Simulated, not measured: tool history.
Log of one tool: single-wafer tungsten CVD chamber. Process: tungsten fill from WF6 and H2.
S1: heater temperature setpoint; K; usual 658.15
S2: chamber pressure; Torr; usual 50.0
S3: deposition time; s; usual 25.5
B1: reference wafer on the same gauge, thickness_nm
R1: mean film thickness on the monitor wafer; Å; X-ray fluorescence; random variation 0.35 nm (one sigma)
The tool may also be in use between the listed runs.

{"run": 1, "hour": 0.0, "S1": 658.15, "S2": 50.0, "S3": 25.5, "B1": 81.761, "R1": 730.21}
{"run": 2, "hour": 13.3, "S1": 658.15, "S2": 50.0, "S3": 25.5, "B1": 81.642, "R1": 733.83}
{"run": 3, "hour": 30.0, "S1": 658.15, "S2": 50.0, "S3": 25.5, "B1": 81.551, "R1": 727.5}
{"run": 4, "hour": 41.7, "S1": 663.15, "S2": 50.0, "S3": 29.2, "B1": 81.723, "R1": 918.82}
{"run": 5, "hour": 51.7, "S1": 663.15, "S2": 50.0, "S3": 29.2, "B1": 81.828, "R1": 920.4}
{"run": 6, "hour": 58.7, "S1": 663.15, "S2": 50.0, "S3": 29.2, "B1": 81.618, "R1": 920.49}
{"run": 7, "hour": 75.5, "S1": 658.15, "S2": 50.0, "S3": 25.5, "B1": 81.712, "R1": 726.63}
{"run": 8, "hour": 93.4, "S1": 658.15, "S2": 50.0, "S3": 25.5, "B1": 81.585, "R1": 722.45}
{"run": 9, "hour": 109.6, "S1": 658.15, "S2": 50.0, "S3": 25.5, "B1": 81.645, "R1": 730.04}
{"run": 10, "hour": 118.4, "S1": 658.15, "S2": 50.0, "S3": 25.5, "B1": 81.741, "R1": 721.67}
{"hour": 129.3, "done": "gauge calibrated"}
{"run": 11, "hour": 134.9, "S1": 667.15, "S2": 50.0, "S3": 25.5, "B1": 81.736, "R1": 857.16}
{"run": 12, "hour": 146.5, "S1": 658.15, "S2": 50.0, "S3": 25.5, "B1": 81.808, "R1": 725.8}
{"run": 13, "hour": 154.5, "S1": 644.15, "S2": 45.0, "S3": 21.6, "B1": 81.721, "R1": 442.48}
{"hour": 167.4, "done": "showerhead replaced"}
{"run": 14, "hour": 167.9, "S1": 658.15, "S2": 50.0, "S3": 25.5, "B1": 81.801, "R1": 720.55}
{"hour": 179.0, "done": "capacitance manometer re-zeroed and calibrated"}
{"run": 15, "hour": 182.2, "S1": 670.15, "S2": 56.2, "S3": 23.9, "B1": 81.67, "R1": 871.75}
{"run": 16, "hour": 197.8, "S1": 658.15, "S2": 45.7, "S3": 25.5, "B1": 81.685, "R1": 699.89}
{"run": 17, "hour": 207.6, "S1": 646.15, "S2": 41.3, "S3": 29.3, "B1": 81.663, "R1": 613.04}
{"run": 18, "hour": 216.5, "S1": 662.15, "S2": 42.4, "S3": 23.1, "B1": 81.801, "R1": 662.1}
{"run": 19, "hour": 229.7, "S1": 668.15, "S2": 40.5, "S3": 25.5, "B1": 81.7, "R1": 806.82}
{"hour": 245.1, "done": "thermocouple changed; heater temperature recalibrated"}
{"run": 20, "hour": 245.6, "S1": 658.15, "S2": 50.0, "S3": 25.5, "B1": 81.761, "R1": 768.57}
{"run": 21, "hour": 248.7, "S1": 650.15, "S2": 58.4, "S3": 25.5, "B1": 81.663, "R1": 694.85}
{"run": 22, "hour": 302.1, "S1": 652.15, "S2": 41.4, "S3": 23.8, "B1": 81.606, "R1": 596.64}
{"run": 23, "hour": 310.5, "S1": 646.15, "S2": 40.2, "S3": 21.6, "B1": 81.726, "R1": 482.2}
{"run": 24, "hour": 324.7, "S1": 658.15, "S2": 50.0, "S3": 25.5, "B1": 81.787, "R1": 774.02}

Forecast each of these 3 alternatives for the next run:
{"run": "A", "hour": 325.1, "S1": 658.15, "S2": 50.0, "S3": 23.1, "B1": "?", "R1": "?"}
{"run": "B", "hour": 325.1, "S1": 654.15, "S2": 40.5, "S3": 29.1, "B1": "?", "R1": "?"}
{"run": "C", "hour": 325.1, "S1": 647.15, "S2": 54.7, "S3": 28.6, "B1": "?", "R1": "?"}

run=A B1=81.631 R1=703.15
run=B B1=81.631 R1=767.15
run=C B1=81.631 R1=724.92
Without the tool's hidden state the same runs would have given:
run=A R1=707.40
run=B R1=771.84
run=C R1=729.50
